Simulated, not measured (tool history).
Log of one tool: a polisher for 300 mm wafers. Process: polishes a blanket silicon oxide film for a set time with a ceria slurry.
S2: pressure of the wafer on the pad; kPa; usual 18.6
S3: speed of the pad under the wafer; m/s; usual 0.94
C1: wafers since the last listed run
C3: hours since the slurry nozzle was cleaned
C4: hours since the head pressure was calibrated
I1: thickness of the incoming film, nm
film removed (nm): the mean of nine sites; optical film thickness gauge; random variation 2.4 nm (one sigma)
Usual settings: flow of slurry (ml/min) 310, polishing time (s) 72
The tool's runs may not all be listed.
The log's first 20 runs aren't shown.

-- hour=254.3 head pressure recalibrated
run 21 hour=256.6 | flow_of_slurry_(ml/min)=385 S2=18.6 S3=1.24 polishing_time_(s)=72 | C1=389 wafers_polished_on_this_pad=450 C3=258.3 C4=2.3 | I1=1821.8 | film_removed_(nm)=374.1
run 22 hour=268.0 | flow_of_slurry_(ml/min)=415 S2=18.6 S3=0.94 polishing_time_(s)=72 | C1=112 wafers_polished_on_this_pad=563 C3=269.7 C4=13.7 | I1=1778.9 | film_removed_(nm)=298.7
run 23 hour=285.7 | flow_of_slurry_(ml/min)=310 S2=18.6 S3=0.94 polishing_time_(s)=72 | C1=175 wafers_polished_on_this_pad=738 C3=287.4 C4=31.4 | I1=1817.8 | film_removed_(nm)=287.8
run 24 hour=299.3 | flow_of_slurry_(ml/min)=310 S2=18.6 S3=0.94 polishing_time_(s)=64 | C1=134 wafers_polished_on_this_pad=873 C3=301.0 C4=45.0 | I1=1809.7 | film_removed_(nm)=247.4
-- hour=308.5 worn pad replaced by a new one
run 25 hour=309.0 | flow_of_slurry_(ml/min)=260 S2=16.5 S3=0.84 polishing_time_(s)=88 | C1=56 wafers_polished_on_this_pad=4 C3=310.7 C4=54.7 | I1=1812.6 | film_removed_(nm)=285.5
run 26 hour=319.5 | flow_of_slurry_(ml/min)=375 S2=20.0 S3=0.82 polishing_time_(s)=80 | C1=104 wafers_polished_on_this_pad=108 C3=321.2 C4=65.2 | I1=1836.7 | film_removed_(nm)=311.7
run 27 hour=335.2 | flow_of_slurry_(ml/min)=310 S2=18.6 S3=0.94 polishing_time_(s)=72 | C1=155 wafers_polished_on_this_pad=264 C3=336.9 C4=80.9 | I1=1806.4 | film_removed_(nm)=289.6
run 28 hour=348.8 | flow_of_slurry_(ml/min)=310 S2=18.6 S3=0.94 polishing_time_(s)=72 | C1=134 wafers_polished_on_this_pad=398 C3=350.5 C4=94.5 | I1=1824.9 | film_removed_(nm)=283.9
-- hour=358.4 slurry nozzle cleaned
run 29 hour=361.2 | flow_of_slurry_(ml/min)=310 S2=14.5 S3=0.94 polishing_time_(s)=72 | C1=112 wafers_polished_on_this_pad=511 C3=2.8 C4=106.9 | I1=1786.8 | film_removed_(nm)=230.1
-- hour=405.4 worn pad replaced by a new one
run 30 hour=414.4 | flow_of_slurry_(ml/min)=310 S2=24.1 S3=0.94 polishing_time_(s)=72 | C1=487 wafers_polished_on_this_pad=88 C3=56.0 C4=160.1 | I1=1813.3 | film_removed_(nm)=345.7
run 31 hour=428.0 | flow_of_slurry_(ml/min)=310 S2=18.6 S3=0.74 polishing_time_(s)=65 | C1=134 wafers_polished_on_this_pad=223 C3=69.6 C4=173.7 | I1=1850.9 | film_removed_(nm)=207.9
run 32 hour=440.3 | flow_of_slurry_(ml/min)=365 S2=18.6 S3=1.12 polishing_time_(s)=65 | C1=121 wafers_polished_on_this_pad=345 C3=81.9 C4=186.0 | I1=1811.9 | film_removed_(nm)=291.1
run 33 hour=451.9 | flow_of_slurry_(ml/min)=310 S2=18.6 S3=1.18 polishing_time_(s)=89 | C1=114 wafers_polished_on_this_pad=460 C3=93.5 C4=197.6 | I1=1800.4 | film_removed_(nm)=414.8
run 34 hour=458.7 | flow_of_slurry_(ml/min)=310 S2=24.1 S3=0.94 polishing_time_(s)=94 | C1=67 wafers_polished_on_this_pad=527 C3=100.3 C4=204.4 | I1=1809.6 | film_removed_(nm)=448.9

Forecast each of these 3 alternatives for the next run:
run A hour=459.1 | flow_of_slurry_(ml/min)=310 S2=18.6 S3=0.94 polishing_time_(s)=72 | C1=3 wafers_polished_on_this_pad=531 C3=100.7 C4=204.8 | I1=1815.1 | film_removed_(nm)=?
run B hour=459.1 | flow_of_slurry_(ml/min)=270 S2=15.2 S3=0.62 polishing_time_(s)=55 | C1=3 wafers_polished_on_this_pad=531 C3=100.7 C4=204.8 | I1=1815.1 | film_removed_(nm)=?
run C hour=459.1 | flow_of_slurry_(ml/min)=310 S2=18.6 S3=0.94 polishing_time_(s)=53 | C1=3 wafers_polished_on_this_pad=531 C3=100.7 C4=204.8 | I1=1815.1 | film_removed_(nm)=?

run=A film_removed_(nm)=271.5
run=B film_removed_(nm)=123.6
run=C film_removed_(nm)=199.8
Without the tool's hidden state the same runs would have given:
run=A film_removed_(nm)=295.0
run=B film_removed_(nm)=134.3
run=C film_removed_(nm)=217.1

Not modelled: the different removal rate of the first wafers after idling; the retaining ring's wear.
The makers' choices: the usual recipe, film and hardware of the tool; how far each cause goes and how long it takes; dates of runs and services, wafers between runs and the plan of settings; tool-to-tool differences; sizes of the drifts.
